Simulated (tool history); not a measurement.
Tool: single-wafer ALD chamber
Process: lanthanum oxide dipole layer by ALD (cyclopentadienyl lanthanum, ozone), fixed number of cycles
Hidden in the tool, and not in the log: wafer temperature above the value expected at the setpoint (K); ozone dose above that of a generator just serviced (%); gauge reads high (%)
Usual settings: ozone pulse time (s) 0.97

run    hour  ozone pulse time (s)  wafers since the last listed run  hours since the last thermocouple change  hours since the last ozone generator service  hours since the showerhead was replaced  hours since the gauge calibration  read-back reference wafer on the same gauge, thickness_nm  mean film thickness on the monitor wafer (angstrom)
  1       0                  0.97                                 0                                    2117.7                                          56.2                                   6816.4                              370.3                                                      0.517                                                 5.39
  2   109.4                  0.97                              2148                                    2227.1                                         165.6                                   6925.8                              479.7                                                      0.517                                                 5.35
      155.6  -- thermocouple changed; heater temperature recalibrated
  3   201.5                  0.97                              1651                                      45.9                                         257.7                                   7017.9                              571.8                                                      0.517                                                 5.27
  4   303.1                  0.97                              1994                                     147.5                                         359.3                                   7119.5                              673.4                                                      0.517                                                  5.3
  5   366.7                  0.75                              1248                                     211.1                                         422.9                                   7183.1                                737                                                      0.517                                                 4.82
  6   415.8                  0.75                               964                                     260.2                                           472                                   7232.2                              786.1                                                      0.517                                                 4.84
  7   479.1                  0.81                              1242                                     323.5                                         535.3                                   7295.5                              849.4                                                      0.517                                                 4.97
  8   582.6                  0.97                              2032                                       427                                         638.8                                     7399                              952.9                                                      0.517                                                 5.26
      659.1  -- ozone generator serviced
  9   673.4                  0.97                              1625                                     517.8                                          14.3                                   7489.8                             1043.7                                                      0.517                                                 5.43
 10   961.1                  0.97                              5648                                     805.5                                           302                                   7777.5                             1331.4                                                      0.517                                                 5.29
 11  1034.4                  0.67                              1439                                     878.8                                         375.3                                   7850.8                             1404.7                                                      0.517                                                 4.57
 12  1089.6                  0.67                              1083                                       934                                         430.5                                     7906                             1459.9                                                      0.517                                                 4.59
 13  1166.4                  0.67                              1507                                    1010.8                                         507.3                                   7982.8                             1536.7                                                      0.517                                                 4.58
 14  1254.2                  0.77                              1723                                    1098.6                                         595.1                                   8070.6                             1624.5                                                      0.517                                                  4.8
 15  1327.4                  0.77                              1437                                    1171.8                                         668.3                                   8143.8                             1697.7                                                      0.517                                                 4.81
     1349.1  -- ozone generator serviced
 16  1414.9                  1.13                              1560                                    1259.3                                          65.8                                   8231.3                             1785.2                                                      0.517                                                 5.61
     1458.4  -- gauge calibrated
 17  1484.8                   1.2                              1372                                    1329.2                                         135.7                                   8301.2                               26.4                                                      0.517                                                 5.59
 18  1554.6                  0.97                              1370                                      1399                                         205.5                                     8371                               96.2                                                      0.517                                                 5.32
     1565.8  -- showerhead replaced
 19  1614.8                  1.14                              1024                                    1459.2                                         265.7                                       49                              156.4                                                      0.517                                                 5.56
 20  1695.5                  0.72                              1584                                    1539.9                                         346.4                                    129.7                              237.1                                                      0.517                                                 4.73
 21  1839.8                  0.75                              2833                                    1684.2                                         490.7                                      274                              381.4                                                      0.517                                                 4.82
 22  1911.3                   0.6                              1403                                    1755.7                                         562.2                                    345.5                              452.9                                                      0.517                                                 4.41
 23  2007.5                  1.32                              1888                                    1851.9                                         658.4                                    441.7                              549.1                                                      0.517                                                 5.76
     2178.7  -- ozone generator serviced
     2324.8  -- thermocouple changed; heater temperature recalibrated
 24  2325.3                  0.97                              5925                                       0.5                                         146.6                                    759.5                              866.9                                                      0.517                                                 5.33
 25  2369.8                  0.63                               873                                        45                                         191.1                                      804                              911.4                                                      0.517                                                 4.55
 26    2464                  1.22                              1849                                     139.2                                         285.3                                    898.2                             1005.6                                                      0.517                                                 5.65
 27  2542.5                  1.19                              1541                                     217.7                                         363.8                                    976.7                             1084.1                                                      0.518                                                 5.58
 28  2703.9                  0.97                              3169                                     379.1                                         525.2                                   1138.1                             1245.5                                                      0.517                                                 5.28
 29  2797.3                  1.28                              1833                                     472.5                                         618.6                                   1231.5                             1338.9                                                      0.517                                                 5.64
     2849.1  -- ozone generator serviced
 30  2877.1                  0.71                              1409                                     552.3                                            28                                   1311.3                             1418.7                                                      0.516                                                 4.85
 31    2944                  1.17                              1313                                     619.2                                          94.9                                   1378.2                             1485.6                                                      0.517                                                 5.61
 32  3004.8                  1.11                              1193                                       680                                         155.7                                     1439                             1546.4                                                      0.517                                                 5.53
 33  3080.8                  0.65                              1492                                       756                                         231.7                                     1515                             1622.4                                                      0.517                                                 4.57
 34  3145.5                  1.08                              1270                                     820.7                                         296.4                                   1579.7                             1687.1                                                      0.517                                                 5.48
 35  3200.8                  1.09                              1085                                       876                                         351.7                                     1635                             1742.4                                                      0.517                                                  5.4

How the hidden state differs across the entries between the runs, from the last listed run before each to the first after it:
Between runs 2 and 3: thermocouple changed; heater temperature recalibrated (hour 155.6)
  ozone dose above that of a generator just serviced (%): -4.68 -> -6.15
  measured less the result without the state, mean film thickness on the monitor wafer (angstrom): -0.07 -> -0.1
Between runs 8 and 9: ozone generator serviced (hour 659.1)
  ozone dose above that of a generator just serviced (%): -8.67 -> -1.99
  measured less the result without the state, mean film thickness on the monitor wafer (angstrom): -0.15 -> -0.03
Between runs 15 and 16: ozone generator serviced (hour 1349.1)
  ozone dose above that of a generator just serviced (%): -10.1 -> -3.15
  measured less the result without the state, mean film thickness on the monitor wafer (angstrom): -0.19 -> -0.04
Between runs 16 and 17: gauge calibrated (hour 1458.4)
  ozone dose above that of a generator just serviced (%): -3.15 -> -4.9
  measured less the result without the state, mean film thickness on the monitor wafer (angstrom): -0.04 -> -0.06
Between runs 18 and 19: showerhead replaced (hour 1565.8)
  ozone dose above that of a generator just serviced (%): -6.22 -> -7.09
  measured less the result without the state, mean film thickness on the monitor wafer (angstrom): -0.1 -> -0.1
Between runs 23 and 24: ozone generator serviced (hour 2178.7); thermocouple changed; heater temperature recalibrated (hour 2324.8)
  ozone dose above that of a generator just serviced (%): -9.56 -> -4.43
  measured less the result without the state, mean film thickness on the monitor wafer (angstrom): -0.12 -> -0.07
Between runs 29 and 30: ozone generator serviced (hour 2849.1)
  ozone dose above that of a generator just serviced (%): -8.74 -> -1.89
  measured less the result without the state, mean film thickness on the monitor wafer (angstrom): -0.11 -> -0.04

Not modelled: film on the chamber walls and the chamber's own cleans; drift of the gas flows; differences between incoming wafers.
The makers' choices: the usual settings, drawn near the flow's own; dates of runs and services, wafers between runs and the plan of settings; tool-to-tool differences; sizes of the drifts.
